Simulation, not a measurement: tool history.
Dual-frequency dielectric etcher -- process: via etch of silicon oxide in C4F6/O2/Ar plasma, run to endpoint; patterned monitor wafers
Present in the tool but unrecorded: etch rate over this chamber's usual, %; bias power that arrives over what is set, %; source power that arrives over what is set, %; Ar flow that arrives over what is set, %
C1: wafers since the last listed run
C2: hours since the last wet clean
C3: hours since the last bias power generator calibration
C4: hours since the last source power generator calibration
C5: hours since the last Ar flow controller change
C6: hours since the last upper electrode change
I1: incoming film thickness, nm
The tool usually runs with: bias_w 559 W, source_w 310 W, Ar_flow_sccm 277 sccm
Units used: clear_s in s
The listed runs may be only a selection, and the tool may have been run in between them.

{"run": 1, "day": 0.0, "bias_w": 559, "source_w": 310, "Ar_flow_sccm": 228, "C1": 0, "C2": 310.8, "C3": 4385.0, "C4": 2175.3, "C5": 2503.3, "C6": 4560.4, "I1": 125.9, "clear_s": 30.4}
{"run": 2, "day": 1.554, "bias_w": 559, "source_w": 310, "Ar_flow_sccm": 277, "C1": 633, "C2": 348.1, "C3": 4422.3, "C4": 2212.6, "C5": 2540.6, "C6": 4597.7, "I1": 124.4, "clear_s": 31.2}
{"run": 3, "day": 2.017, "bias_w": 559, "source_w": 310, "Ar_flow_sccm": 277, "C1": 188, "C2": 359.2, "C3": 4433.4, "C4": 2223.7, "C5": 2551.7, "C6": 4608.8, "I1": 125.2, "clear_s": 31.1}
{"run": 4, "day": 2.592, "bias_w": 559, "source_w": 310, "Ar_flow_sccm": 277, "C1": 234, "C2": 373.0, "C3": 4447.2, "C4": 2237.5, "C5": 2565.5, "C6": 4622.6, "I1": 124.2, "clear_s": 31.2}
{"run": 5, "day": 3.117, "bias_w": 529, "source_w": 310, "Ar_flow_sccm": 277, "C1": 213, "C2": 385.6, "C3": 4459.8, "C4": 2250.1, "C5": 2578.1, "C6": 4635.2, "I1": 125.0, "clear_s": 32.0}
{"run": 6, "day": 3.746, "bias_w": 559, "source_w": 310, "Ar_flow_sccm": 277, "C1": 256, "C2": 400.7, "C3": 4474.9, "C4": 2265.2, "C5": 2593.2, "C6": 4650.3, "I1": 124.9, "clear_s": 31.2}
{"day": 5.246, "done": "upper electrode replaced"}
{"day": 5.479, "done": "wet clean of the chamber"}
{"run": 7, "day": 5.5, "bias_w": 559, "source_w": 310, "Ar_flow_sccm": 277, "C1": 212, "C2": 0.5, "C3": 4517.0, "C4": 2307.3, "C5": 2635.3, "C6": 6.1, "I1": 123.8, "clear_s": 30.9}
{"run": 8, "day": 5.512, "bias_w": 559, "source_w": 310, "Ar_flow_sccm": 244, "C1": 5, "C2": 0.8, "C3": 4517.3, "C4": 2307.6, "C5": 2635.6, "C6": 6.4, "I1": 125.1, "clear_s": 30.6}
{"run": 9, "day": 5.579, "bias_w": 559, "source_w": 310, "Ar_flow_sccm": 244, "C1": 27, "C2": 2.4, "C3": 4518.9, "C4": 2309.2, "C5": 2637.2, "C6": 8.0, "I1": 125.0, "clear_s": 30.5}
{"day": 6.117, "done": "source power generator calibrated"}
{"run": 10, "day": 6.138, "bias_w": 559, "source_w": 310, "Ar_flow_sccm": 244, "C1": 159, "C2": 15.8, "C3": 4532.3, "C4": 0.5, "C5": 2650.6, "C6": 21.4, "I1": 124.3, "clear_s": 30.5}
{"run": 11, "day": 6.358, "bias_w": 501, "source_w": 310, "Ar_flow_sccm": 277, "C1": 90, "C2": 21.1, "C3": 4537.6, "C4": 5.8, "C5": 2655.9, "C6": 26.7, "I1": 125.1, "clear_s": 32.4}
{"run": 12, "day": 6.612, "bias_w": 559, "source_w": 310, "Ar_flow_sccm": 277, "C1": 103, "C2": 27.2, "C3": 4543.7, "C4": 11.9, "C5": 2662.0, "C6": 32.8, "I1": 125.3, "clear_s": 31.4}
{"day": 6.879, "done": "bias power generator calibrated"}
{"run": 13, "day": 6.921, "bias_w": 559, "source_w": 310, "Ar_flow_sccm": 277, "C1": 57, "C2": 34.6, "C3": 1.0, "C4": 19.3, "C5": 2669.4, "C6": 40.2, "I1": 125.1, "clear_s": 31.3}
{"run": 14, "day": 7.538, "bias_w": 559, "source_w": 330, "Ar_flow_sccm": 244, "C1": 251, "C2": 49.4, "C3": 15.8, "C4": 34.1, "C5": 2684.2, "C6": 55.0, "I1": 125.1, "clear_s": 29.8}
{"day": 7.958, "done": "Ar flow controller replaced"}
{"run": 15, "day": 9.329, "bias_w": 559, "source_w": 310, "Ar_flow_sccm": 277, "C1": 628, "C2": 92.4, "C3": 58.8, "C4": 77.1, "C5": 32.9, "C6": 98.0, "I1": 126.6, "clear_s": 31.6}
{"run": 16, "day": 9.692, "bias_w": 559, "source_w": 310, "Ar_flow_sccm": 324, "C1": 147, "C2": 101.1, "C3": 67.5, "C4": 85.8, "C5": 41.6, "C6": 106.7, "I1": 124.1, "clear_s": 32.1}
{"run": 17, "day": 10.375, "bias_w": 454, "source_w": 270, "Ar_flow_sccm": 295, "C1": 278, "C2": 117.5, "C3": 83.9, "C4": 102.2, "C5": 58.0, "C6": 123.1, "I1": 124.1, "clear_s": 35.5}
{"run": 18, "day": 10.654, "bias_w": 656, "source_w": 360, "Ar_flow_sccm": 277, "C1": 113, "C2": 124.2, "C3": 90.6, "C4": 108.9, "C5": 64.7, "C6": 129.8, "I1": 123.4, "clear_s": 27.5}
{"run": 19, "day": 11.112, "bias_w": 506, "source_w": 340, "Ar_flow_sccm": 277, "C1": 186, "C2": 135.2, "C3": 101.6, "C4": 119.9, "C5": 75.7, "C6": 140.8, "I1": 125.1, "clear_s": 31.1}
{"run": 20, "day": 11.596, "bias_w": 656, "source_w": 360, "Ar_flow_sccm": 277, "C1": 196, "C2": 146.8, "C3": 113.2, "C4": 131.5, "C5": 87.3, "C6": 152.4, "I1": 123.0, "clear_s": 27.3}
{"run": 21, "day": 12.146, "bias_w": 559, "source_w": 250, "Ar_flow_sccm": 277, "C1": 224, "C2": 160.0, "C3": 126.4, "C4": 144.7, "C5": 100.5, "C6": 165.6, "I1": 125.1, "clear_s": 34.6}

What will run 22 give?
{"run": 22, "day": 13.975, "bias_w": 677, "source_w": 360, "Ar_flow_sccm": 234, "C1": 745, "C2": 203.9, "C3": 170.3, "C4": 188.6, "C5": 144.4, "C6": 209.5, "I1": 123.4, "clear_s": "?"}

{"run 22": {"clear_s": 26.6}}
Were there no unlogged condition in the tool, this run, its random variation unchanged, would have produced clear_s 26.6 s.
